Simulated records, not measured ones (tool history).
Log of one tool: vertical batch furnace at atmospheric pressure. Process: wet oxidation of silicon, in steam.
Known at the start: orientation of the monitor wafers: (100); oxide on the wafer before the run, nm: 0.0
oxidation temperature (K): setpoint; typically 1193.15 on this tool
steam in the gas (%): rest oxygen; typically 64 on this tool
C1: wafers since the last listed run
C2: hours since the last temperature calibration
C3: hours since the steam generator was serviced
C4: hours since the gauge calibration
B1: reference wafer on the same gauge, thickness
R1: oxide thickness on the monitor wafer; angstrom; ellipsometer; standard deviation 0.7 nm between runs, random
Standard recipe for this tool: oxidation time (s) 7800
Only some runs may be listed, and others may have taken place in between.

{"run": 1, "hour": 0.0, "oxidation temperature (K)": 1193.15, "oxidation time (s)": 7800, "steam in the gas (%)": 64, "C1": 0, "C2": 1108.2, "C3": 1165.3, "C4": 364.1, "B1": 303.98, "R1": 2528.9}
{"run": 2, "hour": 49.8, "oxidation temperature (K)": 1174.15, "oxidation time (s)": 9870, "steam in the gas (%)": 64, "C1": 586, "C2": 1158.0, "C3": 1215.1, "C4": 413.9, "B1": 304.01, "R1": 2470.3}
{"run": 3, "hour": 96.0, "oxidation temperature (K)": 1193.15, "oxidation time (s)": 7800, "steam in the gas (%)": 64, "C1": 543, "C2": 1204.2, "C3": 1261.3, "C4": 460.1, "B1": 304.1, "R1": 2522.5}
{"run": 4, "hour": 166.5, "oxidation temperature (K)": 1193.15, "oxidation time (s)": 7800, "steam in the gas (%)": 64, "C1": 829, "C2": 1274.7, "C3": 1331.8, "C4": 530.6, "B1": 304.09, "R1": 2532.8}
{"run": 5, "hour": 200.6, "oxidation temperature (K)": 1193.15, "oxidation time (s)": 7800, "steam in the gas (%)": 64, "C1": 401, "C2": 1308.8, "C3": 1365.9, "C4": 564.7, "B1": 304.1, "R1": 2515.3}
{"hour": 382.4, "done": "steam generator serviced"}
{"run": 6, "hour": 398.8, "oxidation temperature (K)": 1193.15, "oxidation time (s)": 7800, "steam in the gas (%)": 64, "C1": 2050, "C2": 1507.0, "C3": 16.4, "C4": 762.9, "B1": 303.96, "R1": 2579.0}
{"run": 7, "hour": 463.8, "oxidation temperature (K)": 1184.15, "oxidation time (s)": 7800, "steam in the gas (%)": 64, "C1": 764, "C2": 1572.0, "C3": 81.4, "C4": 827.9, "B1": 304.26, "R1": 2338.4}
{"run": 8, "hour": 524.0, "oxidation temperature (K)": 1184.15, "oxidation time (s)": 7800, "steam in the gas (%)": 64, "C1": 708, "C2": 1632.2, "C3": 141.6, "C4": 888.1, "B1": 304.32, "R1": 2336.5}
{"hour": 540.5, "done": "gauge calibrated"}
{"run": 9, "hour": 586.3, "oxidation temperature (K)": 1184.15, "oxidation time (s)": 7800, "steam in the gas (%)": 64, "C1": 733, "C2": 1694.5, "C3": 203.9, "C4": 45.8, "B1": 303.93, "R1": 2317.5}
{"run": 10, "hour": 655.8, "oxidation temperature (K)": 1193.15, "oxidation time (s)": 7800, "steam in the gas (%)": 64, "C1": 817, "C2": 1764.0, "C3": 273.4, "C4": 115.3, "B1": 304.19, "R1": 2556.8}
{"run": 11, "hour": 688.1, "oxidation temperature (K)": 1172.15, "oxidation time (s)": 5010, "steam in the gas (%)": 68, "C1": 380, "C2": 1796.3, "C3": 305.7, "C4": 147.6, "B1": 304.13, "R1": 1413.4}
{"run": 12, "hour": 712.2, "oxidation temperature (K)": 1193.15, "oxidation time (s)": 7800, "steam in the gas (%)": 64, "C1": 283, "C2": 1820.4, "C3": 329.8, "C4": 171.7, "B1": 303.84, "R1": 2552.1}
{"run": 13, "hour": 741.6, "oxidation temperature (K)": 1193.15, "oxidation time (s)": 7800, "steam in the gas (%)": 58, "C1": 346, "C2": 1849.8, "C3": 359.2, "C4": 201.1, "B1": 304.18, "R1": 2341.1}
{"hour": 773.0, "done": "thermocouples replaced and temperature profile calibrated"}
{"run": 14, "hour": 773.9, "oxidation temperature (K)": 1182.15, "oxidation time (s)": 4980, "steam in the gas (%)": 76, "C1": 97, "C2": 0.9, "C3": 391.5, "C4": 233.4, "B1": 303.92, "R1": 1773.1}
{"run": 15, "hour": 812.7, "oxidation temperature (K)": 1177.15, "oxidation time (s)": 7800, "steam in the gas (%)": 75, "C1": 456, "C2": 39.7, "C3": 430.3, "C4": 272.2, "B1": 304.07, "R1": 2429.5}
{"run": 16, "hour": 881.3, "oxidation temperature (K)": 1193.15, "oxidation time (s)": 5490, "steam in the gas (%)": 64, "C1": 807, "C2": 108.3, "C3": 498.9, "C4": 340.8, "B1": 303.81, "R1": 1891.2}
{"run": 17, "hour": 948.5, "oxidation temperature (K)": 1193.15, "oxidation time (s)": 9690, "steam in the gas (%)": 64, "C1": 790, "C2": 175.5, "C3": 566.1, "C4": 408.0, "B1": 303.91, "R1": 3035.4}
{"run": 18, "hour": 1004.5, "oxidation temperature (K)": 1171.15, "oxidation time (s)": 4020, "steam in the gas (%)": 64, "C1": 659, "C2": 231.5, "C3": 622.1, "C4": 464.0, "B1": 304.0, "R1": 1076.4}
{"run": 19, "hour": 1074.8, "oxidation temperature (K)": 1193.15, "oxidation time (s)": 7800, "steam in the gas (%)": 64, "C1": 827, "C2": 301.8, "C3": 692.4, "C4": 534.3, "B1": 304.01, "R1": 2536.1}
{"run": 20, "hour": 1120.4, "oxidation temperature (K)": 1206.15, "oxidation time (s)": 6180, "steam in the gas (%)": 67, "C1": 536, "C2": 347.4, "C3": 738.0, "C4": 579.9, "B1": 303.7, "R1": 2493.0}

Across each entry between runs, compare the hidden state at the last listed run before it with the hidden state at the first listed run after it:
Run 5 -> run 6: steam generator serviced (hour 382.4)
  steam share off its setpoint, % of the setpoint: -2.86 -> -0.236
  measured result minus the result with no hidden state, R1: -60.7 -> -5.0 angstrom
Run 8 -> run 9: gauge calibrated (hour 540.5)
  steam share off its setpoint, % of the setpoint: -0.908 -> -1.18
  measured result minus the result with no hidden state, R1: -18.0 -> -23.3 angstrom
Run 13 -> run 14: thermocouples replaced and temperature profile calibrated (hour 773.0)
  steam share off its setpoint, % of the setpoint: -1.73 -> -1.82
  measured result minus the result with no hidden state, R1: -34.1 -> -28.6 angstrom
